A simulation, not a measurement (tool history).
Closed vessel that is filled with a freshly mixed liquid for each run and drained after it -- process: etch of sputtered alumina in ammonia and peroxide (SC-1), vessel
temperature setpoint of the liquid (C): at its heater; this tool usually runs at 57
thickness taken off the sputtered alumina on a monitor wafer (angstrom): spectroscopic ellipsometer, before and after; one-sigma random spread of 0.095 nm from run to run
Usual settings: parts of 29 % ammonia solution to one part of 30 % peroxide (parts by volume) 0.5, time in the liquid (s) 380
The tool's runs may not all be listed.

run,hour,temperature setpoint of the liquid (C),parts of 29 % ammonia solution to one part of 30 % peroxide (parts by volume),time in the liquid (s),"read-back film thickness of the sputtered alumina reference wafer, read on the same gauge (nm)",thickness taken off the sputtered alumina on a monitor wafer (angstrom)
1,0,57,0.5,380,140,335.9
2,21.1,57,0.5,380,140.03,333.9
3,34.3,57,0.5,380,140.04,334
4,49,57,0.5,380,139.98,335
5,77.4,57,0.5,380,139.97,332.7
6,93.6,57,0.5,380,140.02,335.4
7,113.8,57,0.5,380,139.99,336.2
8,127.7,57,0.5,380,140.01,334.7
# hour 137.9: gauge calibrated
9,149.9,51.5,0.75,300,139.95,206.4
10,179.2,57,0.4,380,140.02,331.1
# hour 213.4: thermometer replaced
11,215.1,57,0.35,380,140.03,284.4
# hour 232.5: ammonia flow meter replaced
12,235.9,66.5,0.4,265,139.94,325
# hour 237.4: new drum of ammonia solution connected
13,253.1,57,0.65,175,140,138.8
14,266.3,57,0.5,380,140,293.3
15,285.8,49,0.6,205,139.97,104.9
16,302,57,0.5,170,139.93,131

Forecast each of these 4 alternatives for the next run:
A,302.8,57,0.65,380,?,?
B,302.8,60.5,0.4,545,?,?
C,302.8,63.5,0.55,380,?,?
D,302.8,57,0.65,195,?,?

run,"read-back film thickness of the sputtered alumina reference wafer, read on the same gauge (nm)",thickness taken off the sputtered alumina on a monitor wafer (angstrom)
A,140.02,301.6
B,140.02,494.9
C,140.02,413.8
D,140.02,154.8
Had the tool no hidden state, the same runs would have come out as:
run,thickness taken off the sputtered alumina on a monitor wafer (angstrom)
A,294.3
B,483.2
C,404.2
D,151
